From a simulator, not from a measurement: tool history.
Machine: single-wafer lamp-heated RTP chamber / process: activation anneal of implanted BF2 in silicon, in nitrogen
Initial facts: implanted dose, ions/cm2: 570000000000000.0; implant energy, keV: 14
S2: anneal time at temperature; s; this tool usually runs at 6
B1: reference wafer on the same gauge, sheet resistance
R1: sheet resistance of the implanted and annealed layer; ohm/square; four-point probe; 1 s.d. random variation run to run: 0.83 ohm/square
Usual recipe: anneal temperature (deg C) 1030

{"run": 1, "day": 0.0, "anneal temperature (deg C)": 1030, "S2": 6, "B1": 241.87, "R1": 282.18}
{"run": 2, "day": 2.996, "anneal temperature (deg C)": 1030, "S2": 6, "B1": 241.45, "R1": 281.24}
{"run": 3, "day": 4.679, "anneal temperature (deg C)": 1030, "S2": 6, "B1": 241.18, "R1": 280.01}
{"run": 4, "day": 7.183, "anneal temperature (deg C)": 1030, "S2": 6, "B1": 241.13, "R1": 280.23}
{"run": 5, "day": 9.979, "anneal temperature (deg C)": 1016, "S2": 4, "B1": 240.88, "R1": 302.65}
{"run": 6, "day": 12.308, "anneal temperature (deg C)": 1030, "S2": 6, "B1": 241.07, "R1": 280.03}
{"run": 7, "day": 14.917, "anneal temperature (deg C)": 1030, "S2": 6, "B1": 240.69, "R1": 282.04}
{"run": 8, "day": 17.346, "anneal temperature (deg C)": 1030, "S2": 4, "B1": 240.76, "R1": 287.32}
{"run": 9, "day": 18.658, "anneal temperature (deg C)": 1030, "S2": 4, "B1": 240.56, "R1": 288.87}
{"run": 10, "day": 27.262, "anneal temperature (deg C)": 1030, "S2": 4, "B1": 240.51, "R1": 286.85}
{"run": 11, "day": 30.096, "anneal temperature (deg C)": 1030, "S2": 6, "B1": 248.55, "R1": 289.61}
{"run": 12, "day": 31.767, "anneal temperature (deg C)": 1030, "S2": 6, "B1": 247.66, "R1": 288.74}
{"run": 13, "day": 34.125, "anneal temperature (deg C)": 1030, "S2": 6, "B1": 247.09, "R1": 287.95}
{"run": 14, "day": 40.8, "anneal temperature (deg C)": 1030, "S2": 6, "B1": 245.27, "R1": 284.21}
{"run": 15, "day": 42.179, "anneal temperature (deg C)": 1030, "S2": 6, "B1": 245.11, "R1": 284.19}
{"run": 16, "day": 44.646, "anneal temperature (deg C)": 1008, "S2": 8, "B1": 244.66, "R1": 300.12}
{"run": 17, "day": 45.946, "anneal temperature (deg C)": 1007, "S2": 3, "B1": 244.47, "R1": 323.73}
{"run": 18, "day": 47.767, "anneal temperature (deg C)": 1056, "S2": 8, "B1": 243.85, "R1": 257.57}
{"run": 19, "day": 49.488, "anneal temperature (deg C)": 1017, "S2": 5, "B1": 243.61, "R1": 300.22}
{"run": 20, "day": 50.838, "anneal temperature (deg C)": 1054, "S2": 9, "B1": 243.55, "R1": 255.88}
{"run": 21, "day": 52.817, "anneal temperature (deg C)": 1043, "S2": 8, "B1": 243.44, "R1": 264.64}
{"run": 22, "day": 55.383, "anneal temperature (deg C)": 1030, "S2": 6, "B1": 243.01, "R1": 283.21}
{"run": 23, "day": 57.296, "anneal temperature (deg C)": 1047, "S2": 4, "B1": 242.86, "R1": 275.26}
{"run": 24, "day": 58.567, "anneal temperature (deg C)": 1030, "S2": 6, "B1": 242.45, "R1": 281.9}
{"run": 25, "day": 61.562, "anneal temperature (deg C)": 1030, "S2": 6, "B1": 242.27, "R1": 279.7}
{"run": 26, "day": 63.275, "anneal temperature (deg C)": 1030, "S2": 5, "B1": 242.15, "R1": 285.44}
{"run": 27, "day": 66.167, "anneal temperature (deg C)": 1030, "S2": 6, "B1": 241.94, "R1": 281.54}
{"run": 28, "day": 69.1, "anneal temperature (deg C)": 1059, "S2": 6, "B1": 241.77, "R1": 258.39}
{"run": 29, "day": 70.871, "anneal temperature (deg C)": 1030, "S2": 6, "B1": 241.58, "R1": 282.39}

Not shown here: 6 entries made in the log between runs. Locate each between two listed runs and compare the hidden state at the listed run before it with the hidden state at the listed run after it:
Between runs 6 and 7: pyrometer window cleaned and pyrometer calibrated (day 14.896)
  gauge reads high (%): -3.23 -> -3.27
  what was measured, less what the result would be without the hidden state, R1: -9.36 -> -9.54 ohm/square
Between runs 9 and 10: reflector plate cleaned (day 22.979)
  gauge reads high (%): -3.32 -> -3.41
  what was measured, less what the result would be without the hidden state, R1: -9.92 -> -10.12 ohm/square
Between runs 10 and 11: gauge calibrated (day 29.167)
  gauge reads high (%): -3.41 -> -0.228
  what was measured, less what the result would be without the hidden state, R1: -10.12 -> -0.66 ohm/square
Between runs 13 and 14: pyrometer window cleaned and pyrometer calibrated (day 38.375)
  gauge reads high (%): -0.755 -> -1.45
  what was measured, less what the result would be without the hidden state, R1: -2.19 -> -4.19 ohm/square
Between runs 21 and 22: reflector plate cleaned (day 54.388)
  gauge reads high (%): -2.3 -> -2.43
  what was measured, less what the result would be without the hidden state, R1: -6.23 -> -7.05 ohm/square
Between runs 24 and 25: pyrometer window cleaned and pyrometer calibrated (day 60.162)
  gauge reads high (%): -2.58 -> -2.69
  what was measured, less what the result would be without the hidden state, R1: -7.46 -> -7.74 ohm/square

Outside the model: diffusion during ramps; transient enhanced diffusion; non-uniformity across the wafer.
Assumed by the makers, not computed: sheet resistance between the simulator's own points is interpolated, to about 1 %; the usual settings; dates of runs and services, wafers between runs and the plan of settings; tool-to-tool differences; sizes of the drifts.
